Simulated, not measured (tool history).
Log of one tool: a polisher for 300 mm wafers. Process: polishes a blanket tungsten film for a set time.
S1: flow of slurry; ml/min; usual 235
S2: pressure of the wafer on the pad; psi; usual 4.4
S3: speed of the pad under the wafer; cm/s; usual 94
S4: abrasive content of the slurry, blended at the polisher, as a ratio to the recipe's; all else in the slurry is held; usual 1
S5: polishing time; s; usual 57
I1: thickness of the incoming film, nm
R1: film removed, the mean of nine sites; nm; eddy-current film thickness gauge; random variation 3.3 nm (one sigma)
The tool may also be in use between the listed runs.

run 1 hour=0 | S1=235 S2=4.4 S3=94 S4=1 S5=57 | I1=833.4 | R1=334.7
run 2 hour=42.8 | S1=235 S2=4.4 S3=94 S4=1 S5=57 | I1=851.2 | R1=332
-- hour=92.5 slurry nozzle cleaned
-- hour=137.2 head pressure recalibrated
run 3 hour=142.2 | S1=235 S2=4.4 S3=94 S4=1 S5=46 | I1=840.6 | R1=263.9
-- hour=198.5 slurry blender recalibrated
run 4 hour=222.5 | S1=235 S2=4.4 S3=94 S4=0.9 S5=57 | I1=846.3 | R1=315
run 5 hour=275.7 | S1=280 S2=4.4 S3=94 S4=1.1 S5=57 | I1=850.1 | R1=334.5
run 6 hour=329.9 | S1=235 S2=4.4 S3=70 S4=1 S5=65 | I1=846.3 | R1=310.6
-- hour=397.1 slurry tank refilled with fresh slurry and peroxide
run 7 hour=427.4 | S1=195 S2=4.4 S3=94 S4=1 S5=50 | I1=849.5 | R1=294
run 8 hour=492.4 | S1=235 S2=4.4 S3=94 S4=1.1 S5=41 | I1=832.6 | R1=250.9
-- hour=567.2 worn pad replaced by a new one
run 9 hour=640 | S1=175 S2=5.6 S3=94 S4=1.15 S5=37 | I1=824.8 | R1=272.6
run 10 hour=731.8 | S1=190 S2=3.9 S3=108 S4=1.2 S5=57 | I1=839 | R1=320.8
-- hour=747 slurry nozzle cleaned
run 11 hour=802.4 | S1=235 S2=4.4 S3=94 S4=1 S5=57 | I1=831.2 | R1=319.7
-- hour=834.3 head pressure recalibrated
-- hour=876 slurry blender recalibrated
run 12 hour=905.6 | S1=235 S2=4.4 S3=94 S4=1 S5=57 | I1=833.2 | R1=320.4
-- hour=989 slurry tank refilled with fresh slurry and peroxide
run 13 hour=1106.3 | S1=300 S2=5.8 S3=82 S4=1 S5=67 | I1=829.4 | R1=500.8
run 14 hour=1183.4 | S1=235 S2=4.4 S3=94 S4=1.15 S5=57 | I1=836.1 | R1=346.1
-- hour=1225.2 worn pad replaced by a new one
run 15 hour=1231.3 | S1=195 S2=4.4 S3=94 S4=1 S5=57 | I1=840.2 | R1=324.8
run 16 hour=1317.4 | S1=235 S2=4.4 S3=94 S4=1 S5=57 | I1=840 | R1=334.7
run 17 hour=1361.4 | S1=235 S2=4.4 S3=94 S4=1 S5=72 | I1=839.2 | R1=413
run 18 hour=1401.1 | S1=200 S2=5.1 S3=94 S4=1.15 S5=47 | I1=834.5 | R1=323.8
-- hour=1466 head pressure recalibrated
-- hour=1482.7 slurry blender recalibrated
run 19 hour=1506.7 | S1=235 S2=4.4 S3=94 S4=1 S5=57 | I1=835.6 | R1=325.2
-- hour=1514.1 slurry nozzle cleaned
run 20 hour=1584 | S1=235 S2=5.3 S3=70 S4=1 S5=57 | I1=832.8 | R1=326.8
-- hour=1640.1 slurry tank refilled with fresh slurry and peroxide
run 21 hour=1688.9 | S1=235 S2=4.4 S3=94 S4=1 S5=57 | I1=841 | R1=344.4
run 22 hour=1761.6 | S1=235 S2=4.4 S3=94 S4=1 S5=57 | I1=842.6 | R1=345
-- hour=1816.3 worn pad replaced by a new one
run 23 hour=1861.4 | S1=235 S2=4.4 S3=94 S4=1.1 S5=57 | I1=828.5 | R1=342.1
run 24 hour=1908.4 | S1=235 S2=4.4 S3=70 S4=0.85 S5=57 | I1=831.7 | R1=268.4
run 25 hour=2008.2 | S1=235 S2=5.4 S3=94 S4=1 S5=57 | I1=830.5 | R1=402.5

The tool's hidden state at each run:
removal rate lost through wear of the pad, %: 0 in every run
slurry flow missing at the pad, %: 0 in every run
deviation of the head's pressure from its setpoint, %: 0 in every run
abrasive missing from the slurry, %: 0 in every run
H1: peroxide lost from the slurry, %
run=1 H1=9.2
run=2 H1=10.7
run=3 H1=14.2
run=4 H1=17
run=5 H1=18.9
run=6 H1=20.8
run=7 H1=5.32
run=8 H1=7.6
run=9 H1=12.8
run=10 H1=16
run=11 H1=18.5
run=12 H1=22.1
run=13 H1=4.56
run=14 H1=7.27
run=15 H1=8.96
run=16 H1=12
run=17 H1=13.5
run=18 H1=14.9
run=19 H1=18.6
run=20 H1=21.4
run=21 H1=2.1
run=22 H1=4.65
run=23 H1=8.16
run=24 H1=9.82
run=25 H1=13.3
